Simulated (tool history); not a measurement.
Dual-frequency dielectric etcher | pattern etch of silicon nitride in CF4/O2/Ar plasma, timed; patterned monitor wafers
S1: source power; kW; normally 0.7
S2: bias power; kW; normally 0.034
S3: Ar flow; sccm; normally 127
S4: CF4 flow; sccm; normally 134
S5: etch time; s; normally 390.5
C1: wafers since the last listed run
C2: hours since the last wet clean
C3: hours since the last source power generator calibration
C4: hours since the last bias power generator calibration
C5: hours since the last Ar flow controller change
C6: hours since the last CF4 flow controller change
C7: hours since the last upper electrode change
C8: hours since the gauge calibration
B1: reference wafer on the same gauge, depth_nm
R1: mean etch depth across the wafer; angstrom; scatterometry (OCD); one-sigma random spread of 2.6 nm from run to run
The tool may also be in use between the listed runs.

run	hour	S1	S2	S3	S4	S5	C1	C2	C3	C4	C5	C6	C7	C8	B1	R1
1	0	0.58	0.034	127	134	427.5	0	200.4	43.9	1644.3	2962.6	1609.5	2486.7	65.8	777.3	8024
# hour 24.6: CF4 flow controller replaced
2	26.8	0.7	0.034	108	134	390.5	105	227.2	70.7	1671.1	2989.4	2.2	2513.5	92.6	777.5	8765
3	43	0.7	0.034	139	164	390.5	81	243.4	86.9	1687.3	3005.6	18.4	2529.7	108.8	778	8654
# hour 49: bias power generator calibrated
4	74.3	0.52	0.04	127	156	390.5	137	274.7	118.2	25.3	3036.9	49.7	2561	140.1	778.4	7382
# hour 102.9: upper electrode replaced
5	108.4	0.62	0.029	127	114	497	50	308.8	152.3	59.4	3071	83.8	5.5	174.2	778.3	9013
6	140.3	0.84	0.034	116	134	390.5	161	340.7	184.2	91.3	3102.9	115.7	37.4	206.1	777.5	10151
7	174.7	0.7	0.034	96	134	290	173	375.1	218.6	125.7	3137.3	150.1	71.8	240.5	777.3	6740
8	189.5	0.7	0.034	113	134	390.5	74	389.9	233.4	140.5	3152.1	164.9	86.6	255.3	778.4	8846
# hour 220.8: wet clean of the chamber
9	221.3	0.7	0.034	139	164	390.5	39	0.5	265.2	172.3	3183.9	196.7	118.4	287.1	778.1	8353
10	232.9	0.7	0.034	127	161	390.5	58	12.1	276.8	183.9	3195.5	208.3	130	298.7	777.9	8521
# hour 253.6: Ar flow controller replaced
11	261.1	0.7	0.034	127	134	390.5	112	40.3	305	212.1	7.5	236.5	158.2	326.9	778.2	8317
12	296.7	0.7	0.034	142	123	390.5	179	75.9	340.6	247.7	43.1	272.1	193.8	362.5	777	8039
13	310	0.7	0.027	153	143	441.5	67	89.2	353.9	261	56.4	285.4	207.1	375.8	778.8	8339
14	331.9	0.7	0.034	101	164	390.5	110	111.1	375.8	282.9	78.3	307.3	229	397.7	777.5	8985
15	356.9	0.7	0.034	127	134	390.5	126	136.1	400.8	307.9	103.3	332.3	254	422.7	776.9	8409
16	374.5	0.62	0.034	127	134	390.5	88	153.7	418.4	325.5	120.9	349.9	271.6	440.3	778.3	7641
17	407.7	0.87	0.034	127	134	390.5	167	186.9	451.6	358.7	154.1	383.1	304.8	473.5	777.5	9970
18	442.3	0.7	0.036	140	100	431	174	221.5	486.2	393.3	188.7	417.7	339.4	508.1	777.5	8807
19	458.6	0.7	0.03	127	134	390.5	82	237.8	502.5	409.6	205	434	355.7	524.4	778.5	7981
20	493.5	0.7	0.034	136	134	360	176	272.7	537.4	444.5	239.9	468.9	390.6	559.3	777.7	7709
21	525.7	0.7	0.034	127	134	390.5	162	304.9	569.6	476.7	272.1	501.1	422.8	591.5	777.8	8469
22	557.3	0.57	0.031	109	134	463.5	159	336.5	601.2	508.3	303.7	532.7	454.4	623.1	778	8553

Forecast each of these 3 alternatives for the next run:
A	557.8	0.7	0.034	101	134	390.5	2	337	601.7	508.8	304.2	533.2	454.9	623.6	?	?
B	557.8	0.7	0.037	127	134	390.5	2	337	601.7	508.8	304.2	533.2	454.9	623.6	?	?
C	557.8	0.77	0.041	127	134	390.5	2	337	601.7	508.8	304.2	533.2	454.9	623.6	?	?

run	B1	R1
A	777.9	8825
B	777.9	8739
C	777.9	9820
Stripped of hidden state, with their random variation kept, the same runs would have yielded:
run	R1
A	8619
B	8535
C	9591
